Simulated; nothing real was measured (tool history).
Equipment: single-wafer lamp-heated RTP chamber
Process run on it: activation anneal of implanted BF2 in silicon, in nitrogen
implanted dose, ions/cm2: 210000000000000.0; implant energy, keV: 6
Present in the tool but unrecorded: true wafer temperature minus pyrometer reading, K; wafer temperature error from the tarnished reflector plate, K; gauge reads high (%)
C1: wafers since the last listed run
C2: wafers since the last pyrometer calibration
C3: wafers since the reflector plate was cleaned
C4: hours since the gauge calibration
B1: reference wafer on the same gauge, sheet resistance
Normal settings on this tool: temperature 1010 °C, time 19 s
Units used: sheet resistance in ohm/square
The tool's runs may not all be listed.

run 1 hour=0 | temperature=1010 time=19 | C1=0 C2=1397 C3=1560 C4=353.2 | B1=738.02 | sheet_resistance=621.28
run 2 hour=33.9 | temperature=1010 time=19 | C1=667 C2=2065 C3=2228 C4=387.1 | B1=737.64 | sheet_resistance=617.97
-- hour=97 pyrometer window cleaned and pyrometer calibrated
run 3 hour=98.6 | temperature=1010 time=19 | C1=1116 C2=31 C3=3345 C4=451.8 | B1=738.61 | sheet_resistance=630.46
-- hour=102.3 gauge calibrated
-- hour=110.9 reflector plate cleaned
run 4 hour=126.1 | temperature=1010 time=19 | C1=384 C2=415 C3=299 C4=23.8 | B1=738.02 | sheet_resistance=624.46
run 5 hour=161.7 | temperature=1010 time=19 | C1=701 C2=1116 C3=1000 C4=59.4 | B1=737.86 | sheet_resistance=623.17
run 6 hour=217.1 | temperature=1010 time=19 | C1=1091 C2=2207 C3=2091 C4=114.8 | B1=737.78 | sheet_resistance=620.9
-- hour=277.8 reflector plate cleaned
-- hour=278.5 pyrometer window cleaned and pyrometer calibrated
run 7 hour=286.4 | temperature=1010 time=19 | C1=1194 C2=155 C3=155 C4=184.1 | B1=738.38 | sheet_resistance=628.88
run 8 hour=335.8 | temperature=1010 time=24 | C1=972 C2=1128 C3=1128 C4=233.5 | B1=737.88 | sheet_resistance=609.75
run 9 hour=387.8 | temperature=1033 time=14 | C1=1024 C2=2152 C3=2152 C4=285.5 | B1=738.4 | sheet_resistance=602.95
-- hour=443 pyrometer window cleaned and pyrometer calibrated
-- hour=456 reflector plate cleaned
run 10 hour=458.7 | temperature=1038 time=22 | C1=1081 C2=151 C3=54 C4=356.4 | B1=738.39 | sheet_resistance=585.87
run 11 hour=492 | temperature=1010 time=19 | C1=655 C2=806 C3=709 C4=389.7 | B1=737.82 | sheet_resistance=622.53
-- hour=515.7 gauge calibrated
run 12 hour=554.7 | temperature=1010 time=19 | C1=1234 C2=2041 C3=1944 C4=39 | B1=738 | sheet_resistance=619.26
-- hour=623.8 pyrometer window cleaned and pyrometer calibrated
-- hour=627.9 reflector plate cleaned
run 13 hour=628.4 | temperature=1010 time=16 | C1=1213 C2=10 C3=10 C4=112.7 | B1=738.1 | sheet_resistance=635.18
run 14 hour=666 | temperature=1021 time=27 | C1=740 C2=751 C3=751 C4=150.3 | B1=738 | sheet_resistance=593.3
run 15 hour=727.7 | temperature=1010 time=19 | C1=1215 C2=1966 C3=1966 C4=212 | B1=737.95 | sheet_resistance=617.27
run 16 hour=754.2 | temperature=990 time=19 | C1=521 C2=2488 C3=2488 C4=238.5 | B1=738.02 | sheet_resistance=650.21
-- hour=783.5 reflector plate cleaned
-- hour=795.5 pyrometer window cleaned and pyrometer calibrated
run 17 hour=797.7 | temperature=1010 time=25 | C1=541 C2=43 C3=121 C4=282 | B1=737.74 | sheet_resistance=616.42

Same runs, no hidden state in the tool, same run-to-run variation:
run=1 sheet_resistance=633.01
run=2 sheet_resistance=631.32
run=3 sheet_resistance=631.51
run=4 sheet_resistance=631.16
run=5 sheet_resistance=633.83
run=6 sheet_resistance=634.13
run=7 sheet_resistance=631.1
run=8 sheet_resistance=619.11
run=9 sheet_resistance=611.74
run=10 sheet_resistance=588.4
run=11 sheet_resistance=632.31
run=12 sheet_resistance=632.76
run=13 sheet_resistance=637.33
run=14 sheet_resistance=599.56
run=15 sheet_resistance=630.19
run=16 sheet_resistance=665.76
run=17 sheet_resistance=617.96
